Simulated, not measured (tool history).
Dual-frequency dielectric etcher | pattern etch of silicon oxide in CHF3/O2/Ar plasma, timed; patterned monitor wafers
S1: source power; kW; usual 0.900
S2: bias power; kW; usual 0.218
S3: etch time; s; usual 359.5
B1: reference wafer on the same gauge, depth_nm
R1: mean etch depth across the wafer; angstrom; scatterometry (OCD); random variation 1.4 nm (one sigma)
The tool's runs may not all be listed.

run 1 hour=0.0 | S1=0.780 S2=0.218 S3=359.5 | B1=1130.8 | R1=9051
run 2 hour=34.1 | S1=0.780 S2=0.218 S3=359.5 | B1=1131.1 | R1=9058
run 3 hour=124.2 | S1=0.900 S2=0.218 S3=359.5 | B1=1131.2 | R1=9557
run 4 hour=156.2 | S1=0.900 S2=0.218 S3=359.5 | B1=1130.9 | R1=9523
run 5 hour=184.9 | S1=0.900 S2=0.218 S3=359.5 | B1=1131.2 | R1=9566
-- hour=224.5 upper electrode replaced
-- hour=228.0 source power generator calibrated
run 6 hour=228.5 | S1=0.900 S2=0.218 S3=359.5 | B1=1131.0 | R1=9561
run 7 hour=229.0 | S1=0.900 S2=0.218 S3=444.5 | B1=1131.5 | R1=11811
run 8 hour=243.0 | S1=0.900 S2=0.218 S3=444.5 | B1=1130.5 | R1=11814
-- hour=256.7 gauge calibrated
run 9 hour=271.6 | S1=0.970 S2=0.218 S3=462.0 | B1=1131.2 | R1=12653
-- hour=303.0 bias power generator calibrated
run 10 hour=307.1 | S1=0.900 S2=0.218 S3=359.5 | B1=1130.5 | R1=9570
-- hour=413.4 wet clean of the chamber
run 11 hour=413.9 | S1=0.780 S2=0.218 S3=359.5 | B1=1130.8 | R1=9034
run 12 hour=439.1 | S1=0.960 S2=0.218 S3=323.0 | B1=1130.9 | R1=8743
run 13 hour=466.9 | S1=1.070 S2=0.218 S3=294.5 | B1=1130.7 | R1=8305
run 14 hour=482.4 | S1=0.770 S2=0.246 S3=439.5 | B1=1130.6 | R1=11667
run 15 hour=515.6 | S1=0.900 S2=0.200 S3=326.5 | B1=1131.1 | R1=8294
run 16 hour=539.2 | S1=0.830 S2=0.166 S3=437.5 | B1=1130.8 | R1=9850

Measured less the same run without the tool's hidden state. The same run-to-run variation is in both; the gauge's scatter may not be:
The hidden state here: etch rate over this chamber's usual, %; source power that arrives over what is set, %; bias power that arrives over what is set, %; gauge reads high (%).
run=1 R1=+26
run=2 R1=+31
run=3 R1=+45
run=4 R1=+48
run=5 R1=+52
run=6 R1=+58
run=7 R1=+72
run=8 R1=+75
run=9 R1=+85
run=10 R1=+68
run=11 R1=+3
run=12 R1=+6
run=13 R1=+9
run=14 R1=+15
run=15 R1=+14
run=16 R1=+21
